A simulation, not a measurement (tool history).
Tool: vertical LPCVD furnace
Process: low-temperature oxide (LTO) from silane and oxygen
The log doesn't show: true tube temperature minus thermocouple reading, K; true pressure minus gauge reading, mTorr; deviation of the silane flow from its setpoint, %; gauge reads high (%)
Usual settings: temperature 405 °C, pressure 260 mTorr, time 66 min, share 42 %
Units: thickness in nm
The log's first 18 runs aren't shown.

| run | hour | temperature | pressure | time | share | wafers since the last listed run | hours since the last temperature calibration | hours since the pressure gauge was zeroed | hours since the silane flow controller was replaced | hours since the gauge calibration | read-back reference wafer on the same gauge, thickness | thickness |
|---|---|---|---|---|---|---|---|---|---|---|---|---|
| 19 | 1553.3 | 405 | 260 | 66 | 37 | 954 | 857.7 | 514.7 | 3254.8 | 803 | 913.05 | 695.77 |
|  | 1598.2 | silane flow controller replaced |
| 20 | 1632.6 | 394 | 260 | 79 | 42 | 809 | 937 | 594 | 34.4 | 882.3 | 914.05 | 854.18 |
| 21 | 1713.5 | 412 | 260 | 83 | 34 | 1184 | 1017.9 | 674.9 | 115.3 | 963.2 | 912.69 | 843.86 |
| 22 | 1753.9 | 405 | 260 | 50.5 | 42 | 591 | 1058.3 | 715.3 | 155.7 | 1003.6 | 915.29 | 616.15 |
| 23 | 1811.2 | 405 | 260 | 66 | 42 | 838 | 1115.6 | 772.6 | 213 | 1060.9 | 914.51 | 806.01 |
| 24 | 1866.3 | 395 | 305 | 48.5 | 40 | 806 | 1170.7 | 827.7 | 268.1 | 1116 | 912.47 | 593.74 |
| 25 | 1951.7 | 405 | 325 | 66 | 42 | 1250 | 1256.1 | 913.1 | 353.5 | 1201.4 | 914.92 | 1017.08 |
| 26 | 1994.9 | 405 | 260 | 66 | 42 | 632 | 1299.3 | 956.3 | 396.7 | 1244.6 | 914.95 | 804.54 |
| 27 | 2040.8 | 405 | 260 | 73.5 | 36 | 671 | 1345.2 | 1002.2 | 442.6 | 1290.5 | 915.19 | 742.3 |
| 28 | 2083.4 | 410 | 260 | 48.5 | 46 | 623 | 1387.8 | 1044.8 | 485.2 | 1333.1 | 916.61 | 683.03 |
| 29 | 2150.3 | 405 | 260 | 66 | 42 | 979 | 1454.7 | 1111.7 | 552.1 | 1400 | 914.58 | 798.27 |
| 30 | 2209.9 | 405 | 260 | 82.5 | 49 | 872 | 1514.3 | 1171.3 | 611.7 | 1459.6 | 913.99 | 1177.09 |
| 31 | 2275 | 394 | 225 | 86 | 45 | 952 | 1579.4 | 1236.4 | 676.8 | 1524.7 | 913.09 | 862.53 |
| 32 | 2337.3 | 417 | 260 | 43 | 42 | 911 | 1641.7 | 1298.7 | 739.1 | 1587 | 912.97 | 585.3 |

3 ways to go on from here, each from the tool as it stands after run 32. What would each give?
| A | 2342.8 | 408 | 260 | 66 | 42 | 80 | 1647.2 | 1304.2 | 744.6 | 1592.5 | ? | ? |
| B | 2342.8 | 399 | 260 | 66 | 42 | 80 | 1647.2 | 1304.2 | 744.6 | 1592.5 | ? | ? |
| C | 2342.8 | 397 | 235 | 85 | 47 | 80 | 1647.2 | 1304.2 | 744.6 | 1592.5 | ? | ? |

| run | read-back reference wafer on the same gauge, thickness | thickness |
|---|---|---|
| A | 915.17 | 827.37 |
| B | 915.17 | 751.36 |
| C | 915.17 | 960.24 |
Without the tool's hidden state the same runs would have given:
| run | thickness |
|---|---|
| A | 851.29 |
| B | 773.07 |
| C | 991.04 |

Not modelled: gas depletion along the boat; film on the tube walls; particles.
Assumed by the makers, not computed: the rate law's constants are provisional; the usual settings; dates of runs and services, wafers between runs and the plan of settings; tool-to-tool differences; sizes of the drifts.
